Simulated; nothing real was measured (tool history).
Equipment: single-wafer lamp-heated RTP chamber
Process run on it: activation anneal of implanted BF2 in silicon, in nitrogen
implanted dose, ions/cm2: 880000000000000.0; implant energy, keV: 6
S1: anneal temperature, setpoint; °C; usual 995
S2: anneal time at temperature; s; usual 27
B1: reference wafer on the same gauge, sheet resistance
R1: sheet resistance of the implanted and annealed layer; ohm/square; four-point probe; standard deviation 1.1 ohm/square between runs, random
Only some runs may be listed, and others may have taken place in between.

run	day	S1	S2	B1	R1
1	0.000	995	27	282.09	273.13
2	1.092	995	27	282.25	274.45
3	3.650	995	27	282.04	272.27
4	5.512	995	27	281.78	272.09
5	6.579	987	38	282.09	269.81
6	9.554	974	27	282.08	333.43
# day 9.929: pyrometer window cleaned and pyrometer calibrated
7	11.171	974	27	281.88	346.06
8	13.450	974	27	282.15	339.77
9	21.162	1016	27	282.07	230.83
10	22.392	995	27	282.12	270.00
# day 23.871: gauge calibrated
11	23.879	995	27	281.87	268.54
# day 31.796: reflector plate cleaned
12	31.817	995	27	282.27	272.01
# day 32.175: pyrometer window cleaned and pyrometer calibrated
13	34.071	995	27	282.08	278.81
14	36.942	995	27	281.85	274.67
15	39.208	995	23	281.87	285.84
16	40.608	1024	12	282.07	263.80
17	43.458	995	27	282.00	272.34
18	45.908	995	27	281.87	270.26
19	47.579	995	27	281.93	271.47
20	50.454	968	11	281.92	441.42
# day 51.754: pyrometer window cleaned and pyrometer calibrated
21	51.775	995	27	281.88	277.49
22	53.850	1007	27	281.81	248.11
23	55.562	995	39	282.01	250.64
24	57.608	995	38	281.99	249.64
25	58.838	984	39	282.03	271.83
26	61.154	995	27	282.15	268.33
27	62.421	995	27	281.88	264.42
28	64.879	1019	21	282.02	234.49
29	67.500	1024	12	281.98	254.47
# day 69.675: reflector plate cleaned
30	70.338	1016	20	281.94	247.08
# day 72.146: pyrometer window cleaned and pyrometer calibrated
31	72.850	995	17	281.82	307.83
32	74.388	1010	33	282.21	231.71
33	76.833	977	35	281.97	304.15
34	78.683	1011	40	281.84	220.82
35	80.733	995	27	282.03	269.94
36	82.354	995	27	281.82	270.07
37	85.012	995	41	281.86	242.63

Some steps in R1, run to run, broken into two amounts with sign: the step expected even without the hidden condition (settings, incoming material, random variation), and the rest, left for the hidden condition together with whatever gauge scatter is not in both the measured and the hidden-condition-free result:
What the log doesn't record here: true wafer temperature minus pyrometer reading, K; wafer temperature error from the tarnished reflector plate, K; gauge reads high (%).
Run 6 -> 7: pyrometer window cleaned and pyrometer calibrated. R1 +12.63 ohm/square: hidden state +9.65, all else +2.98.
Run 8 -> 9: S1 974 -> 1016. R1 -108.94 ohm/square: hidden state +2.34, all else -111.28.
Run 19 -> 20: S1 995 -> 968, S2 27 -> 11. R1 +169.95 ohm/square: hidden state -11.64, all else +181.59.
Run 20 -> 21: S1 968 -> 995, S2 11 -> 27, pyrometer window cleaned and pyrometer calibrated. R1 -163.93 ohm/square: hidden state +19.11, all else -183.04.
